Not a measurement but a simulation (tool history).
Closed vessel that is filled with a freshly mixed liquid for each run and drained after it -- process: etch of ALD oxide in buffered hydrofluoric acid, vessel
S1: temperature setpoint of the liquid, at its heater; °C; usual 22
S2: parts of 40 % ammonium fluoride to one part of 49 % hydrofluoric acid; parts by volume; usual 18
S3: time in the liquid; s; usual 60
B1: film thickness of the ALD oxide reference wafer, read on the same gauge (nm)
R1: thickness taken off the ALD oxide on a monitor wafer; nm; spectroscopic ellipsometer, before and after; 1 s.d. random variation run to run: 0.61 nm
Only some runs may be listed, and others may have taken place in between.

run     day  S1    S2  S3      B1     R1
  1       0  22    18  60  150.05  77.89
  2   2.079  22    18  60  150.04  77.04
  3   3.608  22    16  60  149.97  84.66
  4   6.067  22    16  60  150.01  84.44
  5   7.175  22    16  60  150.01   84.7
  6   9.125  22    18  60     150  75.67
  7  10.512  22    18  60     150  74.75
  8  11.933  22    18  60  150.01  73.86
  9  14.604  22  21.5  60  149.99  63.44
     16.875  -- hydrofluoric acid flow meter replaced
 10  17.517  22    18  60     150  74.77
     17.954  -- gauge calibrated
 11  20.504  25    18  35     150  51.52
     22.171  -- thermometer replaced
 12  22.488  22    18  30  150.02  42.84
 13  25.067  26    22  30     150  45.01
 14  26.638  22  14.5  40     150  69.05
 15  28.904  22    18  40  149.97  54.64
 16  31.567  22    18  60  149.97  82.91

Hidden state or all else? Some run-to-run changes of R1, split into what the settings, what came in and random variation would give without the hidden state, and what is left for the hidden state (with any gauge scatter that isn't in both results):
Hidden conditions of the tool in this case: liquid colder than its thermometer reads (K); hydrofluoric acid flow below the setpoint (%); gauge reads high (%).
Run 11 -> 12: S1 25 -> 22, S3 35 -> 30, thermometer replaced. R1 -8.68 nm: hidden state +7.59, all else -16.27.
Run 15 -> 16: S3 40 -> 60. R1 +28.27 nm: hidden state -2.01, all else +30.28.
